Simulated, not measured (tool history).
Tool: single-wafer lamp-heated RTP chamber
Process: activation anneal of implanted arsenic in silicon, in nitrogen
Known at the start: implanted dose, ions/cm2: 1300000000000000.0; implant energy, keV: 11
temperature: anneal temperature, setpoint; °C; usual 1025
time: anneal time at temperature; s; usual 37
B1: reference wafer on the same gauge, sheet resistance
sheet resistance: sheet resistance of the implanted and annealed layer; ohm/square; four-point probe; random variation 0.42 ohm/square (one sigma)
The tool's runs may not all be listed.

{"run": 1, "hour": 0.0, "temperature": 1037, "time": 45, "B1": 96.05, "sheet resistance": 101.55}
{"run": 2, "hour": 16.8, "temperature": 1037, "time": 45, "B1": 96.06, "sheet resistance": 101.78}
{"run": 3, "hour": 46.6, "temperature": 1037, "time": 45, "B1": 96.03, "sheet resistance": 101.32}
{"run": 4, "hour": 68.1, "temperature": 1016, "time": 31, "B1": 95.9, "sheet resistance": 117.85}
{"hour": 85.1, "done": "reflector plate cleaned"}
{"run": 5, "hour": 119.4, "temperature": 1016, "time": 31, "B1": 95.79, "sheet resistance": 116.95}
{"run": 6, "hour": 142.1, "temperature": 1038, "time": 37, "B1": 96.06, "sheet resistance": 104.16}
{"run": 7, "hour": 174.8, "temperature": 1025, "time": 30, "B1": 95.91, "sheet resistance": 113.37}
{"run": 8, "hour": 210.8, "temperature": 1025, "time": 30, "B1": 96.14, "sheet resistance": 112.42}
{"run": 9, "hour": 223.8, "temperature": 1025, "time": 37, "B1": 95.97, "sheet resistance": 108.56}
{"hour": 228.5, "done": "gauge calibrated"}
{"run": 10, "hour": 251.8, "temperature": 1025, "time": 37, "B1": 95.89, "sheet resistance": 108.73}
{"run": 11, "hour": 286.7, "temperature": 1025, "time": 37, "B1": 96.05, "sheet resistance": 108.9}
{"run": 12, "hour": 303.1, "temperature": 1025, "time": 37, "B1": 96.0, "sheet resistance": 108.37}
{"hour": 325.9, "done": "reflector plate cleaned"}
{"hour": 334.4, "done": "pyrometer window cleaned and pyrometer calibrated"}
{"run": 13, "hour": 336.3, "temperature": 1025, "time": 37, "B1": 96.01, "sheet resistance": 111.66}
{"run": 14, "hour": 359.9, "temperature": 1015, "time": 25, "B1": 95.87, "sheet resistance": 124.94}
{"run": 15, "hour": 388.7, "temperature": 1025, "time": 37, "B1": 95.9, "sheet resistance": 110.91}
{"run": 16, "hour": 401.0, "temperature": 1047, "time": 16, "B1": 95.99, "sheet resistance": 116.39}
{"run": 17, "hour": 433.2, "temperature": 1025, "time": 37, "B1": 96.02, "sheet resistance": 110.61}
{"run": 18, "hour": 456.3, "temperature": 1006, "time": 15, "B1": 96.0, "sheet resistance": 144.76}
{"run": 19, "hour": 478.9, "temperature": 1037, "time": 27, "B1": 95.99, "sheet resistance": 110.33}
{"run": 20, "hour": 505.1, "temperature": 1017, "time": 15, "B1": 95.93, "sheet resistance": 134.98}
{"run": 21, "hour": 534.8, "temperature": 1047, "time": 22, "B1": 96.05, "sheet resistance": 110.05}
{"hour": 547.2, "done": "reflector plate cleaned"}
{"run": 22, "hour": 562.0, "temperature": 1025, "time": 37, "B1": 96.13, "sheet resistance": 109.0}
{"run": 23, "hour": 581.4, "temperature": 1025, "time": 30, "B1": 96.03, "sheet resistance": 113.22}
{"run": 24, "hour": 616.1, "temperature": 1025, "time": 37, "B1": 95.99, "sheet resistance": 109.14}
{"run": 25, "hour": 639.5, "temperature": 1036, "time": 17, "B1": 95.92, "sheet resistance": 119.4}
{"hour": 662.6, "done": "gauge calibrated"}
{"run": 26, "hour": 667.2, "temperature": 1047, "time": 24, "B1": 96.07, "sheet resistance": 108.33}
{"run": 27, "hour": 680.2, "temperature": 1039, "time": 37, "B1": 96.01, "sheet resistance": 103.15}

3 ways to go on from here, each from the tool as it stands after run 27. What would each give?
{"run": "A", "hour": 680.6, "temperature": 1025, "time": 37, "B1": "?", "sheet resistance": "?"}
{"run": "B", "hour": 680.6, "temperature": 1049, "time": 37, "B1": "?", "sheet resistance": "?"}
{"run": "C", "hour": 680.6, "temperature": 1041, "time": 29, "B1": "?", "sheet resistance": "?"}

run=A B1=96.03 sheet_resistance=108.95
run=B B1=96.03 sheet_resistance=100.31
run=C B1=96.03 sheet_resistance=106.85
Without the tool's hidden state the same runs would have given:
run=A sheet_resistance=111.56
run=B sheet_resistance=102.16
run=C sheet_resistance=109.11

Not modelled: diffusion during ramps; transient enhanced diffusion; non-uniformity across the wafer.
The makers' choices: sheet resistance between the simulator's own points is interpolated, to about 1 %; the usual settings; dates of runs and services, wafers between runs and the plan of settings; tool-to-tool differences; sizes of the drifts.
